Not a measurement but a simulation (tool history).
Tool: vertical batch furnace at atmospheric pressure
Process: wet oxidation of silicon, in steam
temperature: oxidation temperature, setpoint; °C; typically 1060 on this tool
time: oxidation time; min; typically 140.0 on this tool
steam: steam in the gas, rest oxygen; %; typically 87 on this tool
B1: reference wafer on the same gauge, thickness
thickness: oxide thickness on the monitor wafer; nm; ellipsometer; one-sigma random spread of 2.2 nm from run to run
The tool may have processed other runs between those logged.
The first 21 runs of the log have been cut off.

At hour 555.4: thermocouples replaced and temperature profile calibrated.
Run 22, hour 555.9: usual settings but time 91.5 min, steam 82 %; B1 922.01. Result: thickness 694.49 nm.
Run 23, hour 561.6: usual settings but temperature 1042 °C, steam 97 %; B1 921.80. Result: thickness 901.01 nm.
Run 24, hour 572.1: usual settings but temperature 1051 °C, time 120.5 min, steam 95 %; B1 921.93. Result: thickness 853.63 nm.
Run 25, hour 594.1: usual settings but temperature 1076 °C, steam 78 %; B1 921.84. Result: thickness 920.46 nm.
Run 26, hour 614.7: usual settings but temperature 1078 °C, time 181.0 min, steam 77 %; B1 922.03. Result: thickness 1059.77 nm.
Run 27, hour 641.5: usual settings but time 186.0 min; B1 922.15. Result: thickness 1076.45 nm.
Run 28, hour 663.6: usual settings but temperature 1080 °C, steam 95 %; B1 921.90. Result: thickness 1039.97 nm.
Run 29, hour 679.5: usual settings but temperature 1073 °C; B1 921.97. Result: thickness 963.25 nm.
Run 30, hour 706.6: usual settings but temperature 1068 °C, time 108.0 min, steam 97 %; B1 921.95. Result: thickness 872.26 nm.
Run 31, hour 733.3: usual settings; B1 921.59. Result: thickness 911.64 nm.
Run 32, hour 751.2: usual settings but temperature 1041 °C, steam 94 %; B1 922.10. Result: thickness 875.29 nm.
Run 33, hour 778.7: usual settings but temperature 1081 °C, time 178.5 min; B1 921.88. Result: thickness 1131.33 nm.
Run 34, hour 813.6: usual settings; B1 921.57. Result: thickness 907.73 nm.
Run 35, hour 834.2: usual settings but temperature 1046 °C, time 97.5 min, steam 91 %; B1 922.24. Result: thickness 713.40 nm.
Run 36, hour 848.7: usual settings but time 100.5 min, steam 83 %; B1 921.96. Result: thickness 734.32 nm.
Run 37, hour 873.9: usual settings but steam 76 %; B1 921.98. Result: thickness 843.73 nm.

3 ways to go on from here, each from the tool as it stands after run 37. What would each give?
Run A, hour 879.6: usual settings but steam 96 %; B1 ?. Result: thickness ?.
Run B, hour 879.6: usual settings but time 96.0 min, steam 76 %; B1 ?. Result: thickness ?.
Run C, hour 879.6: usual settings but time 102.5 min, steam 83 %; B1 ?. Result: thickness ?.

run      B1  thickness
  A  921.82     962.68
  B  921.82     678.68
  C  921.82     741.97
Stripped of hidden state, with their random variation kept, the same runs would have yielded:
run  thickness
  A     980.99
  B     692.08
  C     756.46
